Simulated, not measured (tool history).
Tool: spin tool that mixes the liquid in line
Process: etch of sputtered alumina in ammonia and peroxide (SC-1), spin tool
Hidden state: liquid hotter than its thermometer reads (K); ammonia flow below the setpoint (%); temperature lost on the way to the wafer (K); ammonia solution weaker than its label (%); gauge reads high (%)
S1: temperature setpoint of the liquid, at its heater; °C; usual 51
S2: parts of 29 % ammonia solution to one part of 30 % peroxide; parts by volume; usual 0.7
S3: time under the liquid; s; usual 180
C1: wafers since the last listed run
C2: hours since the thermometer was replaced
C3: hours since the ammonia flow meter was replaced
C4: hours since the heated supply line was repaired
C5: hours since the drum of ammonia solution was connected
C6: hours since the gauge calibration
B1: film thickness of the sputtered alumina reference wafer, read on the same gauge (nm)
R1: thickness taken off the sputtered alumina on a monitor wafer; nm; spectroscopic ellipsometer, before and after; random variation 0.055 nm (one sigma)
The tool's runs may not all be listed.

run	day	S1	S2	S3	C1	C2	C3	C4	C5	C6	B1	R1
1	0	51	0.9	180	0	530.5	234.7	2760.2	385.5	509.4	137.25	6.55
2	2.879	51	1	180	709	599.6	303.8	2829.3	454.6	578.5	137.17	6.41
3	4.038	48	0.45	100	285	627.4	331.6	2857.1	482.4	606.3	137.11	2.85
# day 5.2: heated supply line repaired
4	6.996	59	1	80	719	698.4	402.6	43.1	553.4	677.3	137.04	4.46
5	8.025	51	0.7	180	253	723.1	427.3	67.8	578.1	702	136.97	6.35
6	10.129	46	0.7	275	518	773.6	477.8	118.3	628.6	752.5	136.94	7.26
7	12.562	51	0.95	260	599	832	536.2	176.7	687	810.9	136.8	9.33
8	14.842	51	0.5	230	561	886.7	590.9	231.4	741.7	865.6	136.75	7.88
9	17.367	51	0.7	220	622	947.3	651.5	292	802.3	926.2	136.58	7.85
# day 18.883: new drum of ammonia solution connected
10	19.138	51	0.7	180	426	989.8	694	334.5	6.1	968.7	136.51	6.32
11	21.308	56	0.55	180	535	1041.9	746.1	386.6	58.2	1020.8	136.39	8.05
12	22.85	60.5	0.95	180	380	1078.9	783.1	423.6	95.2	1057.8	136.31	10.62
13	25.329	51	0.7	245	611	1138.4	842.6	483.1	154.7	1117.3	136.18	8.53
14	26.454	51	0.7	80	277	1165.4	869.6	510.1	181.7	1144.3	136.1	2.8
15	28.554	51	0.95	235	517	1215.8	920	560.5	232.1	1194.7	135.97	8.53
16	35.475	51	0.7	180	1706	1381.9	1086.1	726.6	398.2	1360.8	135.5	6.29
17	37.392	54.5	0.45	85	472	1427.9	1132.1	772.6	444.2	1406.8	135.4	3.49
18	40.258	51	0.4	180	706	1496.7	1200.9	841.4	513	1475.6	135.15	5.88
19	41.658	47	0.95	180	345	1530.3	1234.5	875	546.6	1509.2	135.02	5.18
# day 47.333: ammonia flow meter replaced
20	49.762	42	0.7	180	1987	1724.8	58.3	1069.5	741.1	1703.7	134.4	3.74
21	52.025	58	0.55	215	557	1779.1	112.6	1123.8	795.4	1758	134.19	10.51
# day 52.104: new drum of ammonia solution connected
22	60.304	51	0.7	180	2030	1977.8	311.3	1322.5	196.8	1956.7	133.37	6.13
23	61.392	51	0.95	270	268	2003.9	337.4	1348.6	222.9	1982.8	133.26	9.5
24	63.475	47	0.95	180	513	2053.9	387.4	1398.6	272.9	2032.8	133.04	5.11
25	64.625	57.5	0.7	105	283	2081.5	415	1426.2	300.5	2060.4	132.92	5.09

4 ways to go on from here, each from the tool as it stands after run 25. What would each give?
A	64.646	54.5	0.7	180	5	2082	415.5	1426.7	301	2060.9	?	?
B	64.646	51	0.7	105	5	2082	415.5	1426.7	301	2060.9	?	?
C	64.646	42	0.95	270	5	2082	415.5	1426.7	301	2060.9	?	?
D	64.646	51	0.5	180	5	2082	415.5	1426.7	301	2060.9	?	?

run	B1	R1
A	132.91	7.32
B	132.91	3.54
C	132.91	5.64
D	132.91	5.87
Without the tool's hidden state the same runs would have given:
run	R1
A	7.71
B	3.73
C	5.94
D	6.19

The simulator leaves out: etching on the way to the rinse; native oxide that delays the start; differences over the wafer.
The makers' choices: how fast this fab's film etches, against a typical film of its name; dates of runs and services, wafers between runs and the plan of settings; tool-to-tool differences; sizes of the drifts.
